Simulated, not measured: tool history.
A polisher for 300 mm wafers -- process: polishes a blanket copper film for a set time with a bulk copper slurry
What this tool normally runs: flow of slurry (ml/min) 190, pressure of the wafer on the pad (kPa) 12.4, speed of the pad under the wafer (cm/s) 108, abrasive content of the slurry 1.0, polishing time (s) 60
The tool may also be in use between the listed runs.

| run | hour | flow of slurry (ml/min) | pressure of the wafer on the pad (kPa) | speed of the pad under the wafer (cm/s) | abrasive content of the slurry | polishing time (s) | incoming thickness of the incoming film, nm | film removed (nm) |
|---|---|---|---|---|---|---|---|---|
| 1 | 0.0 | 190 | 15.2 | 108 | 1.0 | 60 | 3783.0 | 354.4 |
|  | 0.5 | worn pad replaced by a new one |
| 2 | 12.1 | 190 | 9.7 | 108 | 1.2 | 60 | 3822.7 | 247.5 |
| 3 | 28.6 | 190 | 9.7 | 108 | 1.2 | 60 | 3833.6 | 240.6 |
|  | 53.3 | slurry blender recalibrated |
| 4 | 63.5 | 190 | 9.7 | 96 | 1.0 | 60 | 3854.8 | 223.1 |
| 5 | 119.5 | 190 | 9.7 | 96 | 1.0 | 60 | 3799.6 | 218.2 |
|  | 125.2 | worn pad replaced by a new one |
| 6 | 147.3 | 190 | 9.7 | 96 | 1.0 | 60 | 3790.1 | 214.7 |
| 7 | 162.6 | 190 | 12.4 | 108 | 1.1 | 60 | 3763.1 | 306.4 |
| 8 | 179.3 | 190 | 12.4 | 108 | 1.1 | 60 | 3821.7 | 302.7 |
|  | 209.1 | head pressure recalibrated |
| 9 | 211.2 | 190 | 12.4 | 108 | 1.1 | 60 | 3861.8 | 295.5 |

Run 10 is up next; what results do you expect?
|  | 223.6 | worn pad replaced by a new one |
|  | 231.9 | slurry blender recalibrated |
|  | 233.4 | slurry nozzle cleaned |
| 10 | 237.6 | 190 | 12.4 | 94 | 1.0 | 78 | 3746.9 | ? |

{"run 10": {"film removed (nm)": 360.0}}
On a tool with no hidden condition, and with the same random variation, this run would have come out at film removed (nm) 364.4.
